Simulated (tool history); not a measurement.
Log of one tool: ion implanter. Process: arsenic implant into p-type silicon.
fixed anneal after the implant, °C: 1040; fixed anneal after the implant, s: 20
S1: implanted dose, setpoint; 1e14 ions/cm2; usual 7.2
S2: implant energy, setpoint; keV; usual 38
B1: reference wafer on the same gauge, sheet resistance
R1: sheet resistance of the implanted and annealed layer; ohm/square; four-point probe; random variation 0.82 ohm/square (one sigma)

run	hour	S1	S2	B1	R1
1	0	7.2	38	155.95	141.08
2	212.9	7.2	38	156.19	140.9
3	250.3	7.2	38	155.85	141.75
4	283.6	7.2	38	155.95	141.64
5	347.5	7.2	38	155.78	141.62
6	403.1	7.2	38	156.07	139.85
7	441.6	7.2	38	156	141.22
8	469.9	7.2	38	156.08	142.35
9	523.9	7.2	38	156.29	142.08
10	587.1	7.86	34.5	156.14	135.28
11	736.1	7.86	34.5	155.72	134.77
12	761.5	7.2	38	156.04	141.27
13	806.5	7.2	38	156.07	143.33
14	873.9	7.2	38	156.15	140.84
15	919.7	7.2	38	156	141.47
16	978.5	7.2	38	155.88	142.6
17	1018.1	7.2	38	155.89	140.6
# hour 1080.3: extraction supply calibrated
18	1098.9	8.96	46	156.13	117.46
19	1133.6	7.2	38	156.11	141.76
20	1193.8	8.8	42.5	155.94	120.19
21	1255.2	7.2	38	155.97	139.69

The next listed run, before its measurement:
22	1315.7	5.69	38	?	?

B1: 156.04
R1: 169.2 ohm/square
Without the tool's hidden state the same run would have given R1 169.2 ohm/square.

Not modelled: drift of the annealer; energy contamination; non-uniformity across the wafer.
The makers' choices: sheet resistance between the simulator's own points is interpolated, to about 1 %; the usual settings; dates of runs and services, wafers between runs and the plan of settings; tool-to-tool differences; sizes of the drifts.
